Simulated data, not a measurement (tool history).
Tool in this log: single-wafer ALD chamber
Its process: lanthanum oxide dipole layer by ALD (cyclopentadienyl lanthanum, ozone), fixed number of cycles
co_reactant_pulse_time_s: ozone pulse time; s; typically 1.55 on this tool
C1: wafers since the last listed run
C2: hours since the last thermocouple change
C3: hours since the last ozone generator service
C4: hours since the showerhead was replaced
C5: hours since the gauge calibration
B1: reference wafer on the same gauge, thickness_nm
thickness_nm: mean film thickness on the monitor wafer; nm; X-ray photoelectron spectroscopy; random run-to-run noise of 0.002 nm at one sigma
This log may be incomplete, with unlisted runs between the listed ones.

{"run": 1, "hour": 0.0, "co_reactant_pulse_time_s": 1.73, "C1": 0, "C2": 2031.3, "C3": 538.7, "C4": 2206.8, "C5": 461.6, "B1": 0.694, "thickness_nm": 0.578}
{"run": 2, "hour": 34.4, "co_reactant_pulse_time_s": 1.73, "C1": 387, "C2": 2065.7, "C3": 573.1, "C4": 2241.2, "C5": 496.0, "B1": 0.693, "thickness_nm": 0.578}
{"run": 3, "hour": 68.3, "co_reactant_pulse_time_s": 1.55, "C1": 382, "C2": 2099.6, "C3": 607.0, "C4": 2275.1, "C5": 529.9, "B1": 0.693, "thickness_nm": 0.569}
{"hour": 156.6, "done": "gauge calibrated"}
{"run": 4, "hour": 173.0, "co_reactant_pulse_time_s": 1.55, "C1": 1180, "C2": 2204.3, "C3": 711.7, "C4": 2379.8, "C5": 16.4, "B1": 0.694, "thickness_nm": 0.564}
{"hour": 205.9, "done": "ozone generator serviced"}
{"run": 5, "hour": 206.4, "co_reactant_pulse_time_s": 1.55, "C1": 286, "C2": 2237.7, "C3": 0.5, "C4": 2413.2, "C5": 49.8, "B1": 0.693, "thickness_nm": 0.578}
{"hour": 220.2, "done": "showerhead replaced, of another model than before"}
{"run": 6, "hour": 222.2, "co_reactant_pulse_time_s": 1.32, "C1": 87, "C2": 2253.5, "C3": 16.3, "C4": 2.0, "C5": 65.6, "B1": 0.694, "thickness_nm": 0.57}
{"run": 7, "hour": 236.3, "co_reactant_pulse_time_s": 1.32, "C1": 158, "C2": 2267.6, "C3": 30.4, "C4": 16.1, "C5": 79.7, "B1": 0.694, "thickness_nm": 0.571}
{"run": 8, "hour": 255.1, "co_reactant_pulse_time_s": 1.32, "C1": 211, "C2": 2286.4, "C3": 49.2, "C4": 34.9, "C5": 98.5, "B1": 0.694, "thickness_nm": 0.568}
{"run": 9, "hour": 286.0, "co_reactant_pulse_time_s": 1.78, "C1": 348, "C2": 2317.3, "C3": 80.1, "C4": 65.8, "C5": 129.4, "B1": 0.694, "thickness_nm": 0.584}
{"run": 10, "hour": 314.4, "co_reactant_pulse_time_s": 1.27, "C1": 320, "C2": 2345.7, "C3": 108.5, "C4": 94.2, "C5": 157.8, "B1": 0.694, "thickness_nm": 0.565}
{"hour": 337.8, "done": "thermocouple changed; heater temperature recalibrated"}
{"run": 11, "hour": 340.0, "co_reactant_pulse_time_s": 1.35, "C1": 198, "C2": 2.2, "C3": 134.1, "C4": 119.8, "C5": 183.4, "B1": 0.694, "thickness_nm": 0.573}
{"run": 12, "hour": 362.5, "co_reactant_pulse_time_s": 1.86, "C1": 253, "C2": 24.7, "C3": 156.6, "C4": 142.3, "C5": 205.9, "B1": 0.694, "thickness_nm": 0.587}
{"run": 13, "hour": 396.8, "co_reactant_pulse_time_s": 1.13, "C1": 386, "C2": 59.0, "C3": 190.9, "C4": 176.6, "C5": 240.2, "B1": 0.694, "thickness_nm": 0.553}
{"run": 14, "hour": 425.6, "co_reactant_pulse_time_s": 1.55, "C1": 324, "C2": 87.8, "C3": 219.7, "C4": 205.4, "C5": 269.0, "B1": 0.693, "thickness_nm": 0.578}
{"run": 15, "hour": 472.0, "co_reactant_pulse_time_s": 2.05, "C1": 523, "C2": 134.2, "C3": 266.1, "C4": 251.8, "C5": 315.4, "B1": 0.693, "thickness_nm": 0.588}
{"run": 16, "hour": 492.2, "co_reactant_pulse_time_s": 1.55, "C1": 227, "C2": 154.4, "C3": 286.3, "C4": 272.0, "C5": 335.6, "B1": 0.694, "thickness_nm": 0.574}
{"run": 17, "hour": 506.1, "co_reactant_pulse_time_s": 1.55, "C1": 156, "C2": 168.3, "C3": 300.2, "C4": 285.9, "C5": 349.5, "B1": 0.694, "thickness_nm": 0.575}

4 ways to go on from here, each from the tool as it stands after run 17. What would each give?
{"run": "A", "hour": 506.5, "co_reactant_pulse_time_s": 1.55, "C1": 4, "C2": 168.7, "C3": 300.6, "C4": 286.3, "C5": 349.9, "B1": "?", "thickness_nm": "?"}
{"run": "B", "hour": 506.5, "co_reactant_pulse_time_s": 1.82, "C1": 4, "C2": 168.7, "C3": 300.6, "C4": 286.3, "C5": 349.9, "B1": "?", "thickness_nm": "?"}
{"run": "C", "hour": 506.5, "co_reactant_pulse_time_s": 1.38, "C1": 4, "C2": 168.7, "C3": 300.6, "C4": 286.3, "C5": 349.9, "B1": "?", "thickness_nm": "?"}
{"run": "D", "hour": 506.5, "co_reactant_pulse_time_s": 1.91, "C1": 4, "C2": 168.7, "C3": 300.6, "C4": 286.3, "C5": 349.9, "B1": "?", "thickness_nm": "?"}

run=A B1=0.695 thickness_nm=0.574
run=B B1=0.695 thickness_nm=0.583
run=C B1=0.695 thickness_nm=0.567
run=D B1=0.695 thickness_nm=0.585
Without the tool's hidden state the same runs would have given:
run=A thickness_nm=0.577
run=B thickness_nm=0.585
run=C thickness_nm=0.570
run=D thickness_nm=0.587

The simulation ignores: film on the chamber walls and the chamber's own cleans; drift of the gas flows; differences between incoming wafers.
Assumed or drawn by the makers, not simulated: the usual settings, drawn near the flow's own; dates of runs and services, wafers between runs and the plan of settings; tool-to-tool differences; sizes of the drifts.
